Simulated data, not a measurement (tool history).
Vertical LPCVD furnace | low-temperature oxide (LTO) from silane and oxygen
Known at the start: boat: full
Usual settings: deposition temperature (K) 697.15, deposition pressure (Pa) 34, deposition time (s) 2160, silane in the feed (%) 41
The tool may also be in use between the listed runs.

| run | day | deposition temperature (K) | deposition pressure (Pa) | deposition time (s) | silane in the feed (%) | wafers since the last listed run | hours since the last temperature calibration | hours since the pressure gauge was zeroed | hours since the silane flow controller was replaced | hours since the gauge calibration | read-back reference wafer on the same gauge, thickness | film thickness on the monitor wafer in the middle of the boat (angstrom) |
|---|---|---|---|---|---|---|---|---|---|---|---|---|
| 1 | 0 | 697.15 | 34 | 2160 | 41 | 0 | 278.4 | 2179.4 | 5300.3 | 970.2 | 470.69 | 4905.4 |
| 2 | 4.079 | 697.15 | 34 | 2160 | 41 | 1434 | 376.3 | 2277.3 | 5398.2 | 1068.1 | 470.04 | 4948.7 |
|  | 5.829 | pressure gauge zeroed |
| 3 | 6.8 | 697.15 | 34 | 1860 | 41 | 605 | 441.6 | 23.3 | 5463.5 | 1133.4 | 469.95 | 4053.2 |
| 4 | 9.192 | 697.15 | 34 | 1860 | 41 | 841 | 499 | 80.7 | 5520.9 | 1190.8 | 470.22 | 4110.8 |
| 5 | 10.958 | 697.15 | 34 | 1860 | 41 | 621 | 541.4 | 123.1 | 5563.3 | 1233.2 | 469.92 | 4121 |
| 6 | 13.029 | 697.15 | 34 | 2160 | 41 | 728 | 591.1 | 172.8 | 5613 | 1282.9 | 469.87 | 4829.5 |
| 7 | 14.725 | 697.15 | 34 | 2160 | 41 | 596 | 631.8 | 213.5 | 5653.7 | 1323.6 | 470.31 | 4826.3 |
| 8 | 18.429 | 693.15 | 27.3 | 2400 | 45 | 1302 | 720.7 | 302.4 | 5742.6 | 1412.5 | 469.77 | 4577.9 |
| 9 | 20.046 | 697.15 | 34 | 2160 | 45 | 568 | 759.5 | 341.2 | 5781.4 | 1451.3 | 470.87 | 5353.2 |
| 10 | 26.442 | 708.15 | 34 | 1530 | 34 | 2249 | 913 | 494.7 | 5934.9 | 1604.8 | 470.18 | 3121.8 |
| 11 | 29.896 | 705.15 | 34 | 2160 | 41 | 1214 | 995.9 | 577.6 | 6017.8 | 1687.7 | 470.33 | 5320.1 |
| 12 | 34.133 | 702.15 | 34 | 2160 | 47 | 1490 | 1097.6 | 679.3 | 6119.5 | 1789.4 | 470.35 | 5904.3 |
| 13 | 38.021 | 706.15 | 34 | 2850 | 48 | 1367 | 1190.9 | 772.6 | 6212.8 | 1882.7 | 470.49 | 8262 |
| 14 | 41.683 | 697.15 | 34 | 2160 | 41 | 1288 | 1278.8 | 860.5 | 6300.7 | 1970.6 | 469.29 | 4992 |
| 15 | 45.829 | 703.15 | 42 | 2520 | 35 | 1458 | 1378.3 | 960 | 6400.2 | 2070.1 | 469.65 | 6367.1 |
|  | 47.917 | silane flow controller replaced |
| 16 | 47.938 | 697.15 | 30 | 2160 | 34 | 389 | 1428.9 | 1010.6 | 0.5 | 2120.7 | 469.6 | 3567.2 |
|  | 50.721 | gauge calibrated |
| 17 | 51.346 | 697.15 | 26 | 1860 | 41 | 1198 | 1510.7 | 1092.4 | 82.3 | 15 | 470.13 | 3381.9 |
|  | 54.1 | thermocouples replaced and temperature profile calibrated |
| 18 | 54.525 | 706.15 | 34 | 1770 | 49 | 766 | 10.2 | 1168.7 | 158.6 | 91.3 | 470.25 | 5140.6 |
| 19 | 58.717 | 708.15 | 34 | 1530 | 34 | 1474 | 110.8 | 1269.3 | 259.2 | 191.9 | 470.4 | 3120 |
| 20 | 60.846 | 697.15 | 34 | 2160 | 41 | 748 | 161.9 | 1320.4 | 310.3 | 243 | 469.76 | 4903.6 |
| 21 | 64.879 | 697.15 | 34 | 2160 | 48 | 1418 | 258.7 | 1417.2 | 407.1 | 339.8 | 469.94 | 5716.2 |
| 22 | 68.95 | 697.15 | 32 | 1800 | 48 | 1431 | 356.4 | 1514.9 | 504.8 | 437.5 | 470.13 | 4509 |
| 23 | 72.921 | 697.15 | 34 | 1650 | 48 | 1396 | 451.7 | 1610.2 | 600.1 | 532.8 | 470.16 | 4399.9 |
| 24 | 76.65 | 697.15 | 38 | 2160 | 41 | 1311 | 541.2 | 1699.7 | 689.6 | 622.3 | 469.84 | 5534.5 |
| 25 | 79.258 | 697.15 | 34 | 2160 | 41 | 917 | 603.8 | 1762.3 | 752.2 | 684.9 | 469.88 | 5007.1 |
|  | 89.971 | pressure gauge zeroed |
| 26 | 90.067 | 697.15 | 34 | 2160 | 41 | 3450 | 863.2 | 2.3 | 1011.6 | 944.3 | 470.55 | 4741.6 |
| 27 | 94.342 | 697.15 | 42 | 2160 | 41 | 1503 | 965.8 | 104.9 | 1114.2 | 1046.9 | 469.84 | 5909.6 |
| 28 | 98.233 | 697.15 | 36.7 | 2160 | 47 | 1368 | 1059.2 | 198.3 | 1207.6 | 1140.3 | 469.51 | 5920 |
| 29 | 102.258 | 697.15 | 26 | 2160 | 41 | 1415 | 1155.8 | 294.9 | 1304.2 | 1236.9 | 470.34 | 3749.2 |
| 30 | 110.942 | 705.15 | 34 | 2730 | 41 | 3054 | 1364.2 | 503.3 | 1512.6 | 1445.3 | 470.21 | 6723.2 |

5 ways to go on from here, each from the tool as it stands after run 30. What would each give?
| A | 111.1 | 697.15 | 34 | 1830 | 41 | 55 | 1368 | 507.1 | 1516.4 | 1449.1 | ? | ? |
| B | 111.1 | 706.15 | 34 | 2490 | 45 | 55 | 1368 | 507.1 | 1516.4 | 1449.1 | ? | ? |
| C | 111.1 | 689.15 | 38.7 | 1680 | 37 | 55 | 1368 | 507.1 | 1516.4 | 1449.1 | ? | ? |
| D | 111.1 | 697.15 | 34 | 2160 | 36 | 55 | 1368 | 507.1 | 1516.4 | 1449.1 | ? | ? |
| E | 111.1 | 697.15 | 41.3 | 2160 | 35 | 55 | 1368 | 507.1 | 1516.4 | 1449.1 | ? | ? |

| run | read-back reference wafer on the same gauge, thickness | film thickness on the monitor wafer in the middle of the boat (angstrom) |
|---|---|---|
| A | 469.71 | 4198.5 |
| B | 469.71 | 6820.8 |
| C | 469.71 | 3583 |
| D | 469.71 | 4267.2 |
| E | 469.71 | 4990.2 |
Without the tool's hidden state the same runs would have given:
| run | film thickness on the monitor wafer in the middle of the boat (angstrom) |
|---|---|
| A | 3986 |
| B | 6488.2 |
| C | 3403.9 |
| D | 4046.2 |
| E | 4748.8 |
